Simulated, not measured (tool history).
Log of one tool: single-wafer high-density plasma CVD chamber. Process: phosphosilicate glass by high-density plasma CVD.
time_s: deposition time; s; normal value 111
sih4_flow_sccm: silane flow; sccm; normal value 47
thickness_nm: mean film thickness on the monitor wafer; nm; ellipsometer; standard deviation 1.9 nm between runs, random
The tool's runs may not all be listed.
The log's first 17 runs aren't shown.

run   hour  time_s  sih4_flow_sccm  read-back reference wafer on the same gauge, thickness_nm  thickness_nm
 18  416.0      95              56                                                    506.517       525.173
 19  435.4     111              47                                                    507.155       538.606
 20  469.7     111              47                                                    507.214       534.138
     496.2  -- silane flow controller replaced, repeated, since the last time left the tool worse
 21  502.5     104              43                                                    507.323       496.128
 22  534.1     119              52                                                    507.322       657.312
 23  565.5     111              47                                                    506.920       564.973
     578.0  -- gauge calibrated
 24  583.7      95              47                                                    506.835       482.700
 25  601.7     133              44                                                    506.966       645.454
 26  633.2      97              50                                                    506.581       521.436
 27  657.9     111              47                                                    507.070       565.034
 28  672.3     111              47                                                    506.953       565.459
 29  698.4     129              41                                                    507.558       593.181
 30  733.0      96              38                                                    507.437       416.291
 31  765.0     131              49                                                    506.842       695.435
 32  795.8     105              54                                                    506.949       600.341
 33  821.5     111              47                                                    506.959       565.017

Predict each of these 3 candidate next runs independently; none follows another, all start after run 33:
  A  821.9     111              47                                                          ?             ?
  B  821.9     105              47                                                          ?             ?
  C  821.9     104              55                                                          ?             ?

run  read-back reference wafer on the same gauge, thickness_nm  thickness_nm
  A                                                    507.221       565.252
  B                                                    507.221       534.698
  C                                                    507.221       599.849
The same runs, with their run-to-run variation unchanged, on a tool lacking any hidden condition would have given:
run  thickness_nm
  A       568.066
  B       537.360
  C       602.836

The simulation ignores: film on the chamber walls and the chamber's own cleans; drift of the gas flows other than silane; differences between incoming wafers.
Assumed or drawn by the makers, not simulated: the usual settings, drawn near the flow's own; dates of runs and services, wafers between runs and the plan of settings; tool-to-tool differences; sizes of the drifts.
